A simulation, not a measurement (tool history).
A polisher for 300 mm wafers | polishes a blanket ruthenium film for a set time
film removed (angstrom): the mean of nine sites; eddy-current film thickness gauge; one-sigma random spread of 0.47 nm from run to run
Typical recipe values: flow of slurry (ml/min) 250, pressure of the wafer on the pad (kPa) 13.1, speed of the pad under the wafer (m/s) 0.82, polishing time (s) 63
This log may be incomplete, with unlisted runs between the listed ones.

run,day,flow of slurry (ml/min),pressure of the wafer on the pad (kPa),speed of the pad under the wafer (m/s),polishing time (s),"incoming thickness of the incoming film, nm",film removed (angstrom)
1,0,250,13.1,0.82,63,635.2,477
2,1.017,250,13.1,0.82,63,629.5,475
3,2.046,250,13.1,0.82,63,625.8,484
4,3.058,250,13.1,0.82,63,639.3,484
5,3.592,250,13.1,0.82,63,630.7,474
# day 3.833: worn pad replaced by a new one
6,4.154,250,13.1,0.82,63,629.8,488
7,4.988,250,13.1,0.82,63,631.2,485
8,5.692,250,13.1,0.82,63,630.9,491
9,6.212,250,13.1,0.82,63,635.4,487
10,6.75,250,13.1,0.82,63,627.8,486
11,7.629,250,13.1,0.82,63,627.7,476
12,8.862,250,13.1,0.66,63,615.8,414
# day 9.046: worn pad replaced by a new one
13,10,250,13.1,0.66,63,627.1,415
14,10.6,250,13.1,0.82,63,632.2,478
15,11.883,250,13.1,0.82,63,624.5,492
# day 12.558: head pressure recalibrated
16,13.362,320,13.1,0.92,63,629.4,551
17,14.288,250,13.1,1,52,626,485
# day 14.65: worn pad replaced by a new one
18,14.921,250,13.1,0.82,63,624.6,508
19,15.979,250,11,1.06,55,630.5,454
20,16.867,250,11.7,0.7,51,633.1,330
21,17.725,285,13.1,0.82,63,637.3,512
# day 18.558: head pressure recalibrated, repeated, since the last time left the tool worse
# day 18.617: slurry nozzle cleaned
22,19.158,250,11,1.06,55,628.6,414
23,20.654,250,13.1,0.9,63,635.7,493
# day 20.888: worn pad replaced by a new one
24,21.992,170,15.9,1.02,44,638.4,458
25,23,250,13.1,0.82,63,618.4,470
26,24.108,160,13.1,0.94,44,621.4,353
27,24.767,280,13.1,0.82,50,631.2,379
28,25.779,250,11,1.06,55,642.9,420
29,26.808,290,11,1,42,629.5,308
# day 27.533: worn pad replaced by a new one
30,27.629,250,13.1,0.82,44,630,328
31,28.946,250,10.3,0.72,63,625.7,345

Predict each of these 5 candidate next runs independently; none follows another, all start after run 31:
A,28.962,250,11,0.82,63,629.4,?
B,28.962,225,13.1,0.82,63,629.4,?
C,28.962,250,15.9,0.82,46,629.4,?
D,28.962,315,13.1,0.62,55,629.4,?
E,28.962,325,13.1,0.82,63,629.4,?

run,film removed (angstrom)
A,404
B,477
C,424
D,348
E,488
What these runs would have given with no unlogged condition in the tool:
run,film removed (angstrom)
A,387
B,457
C,407
D,333
E,468
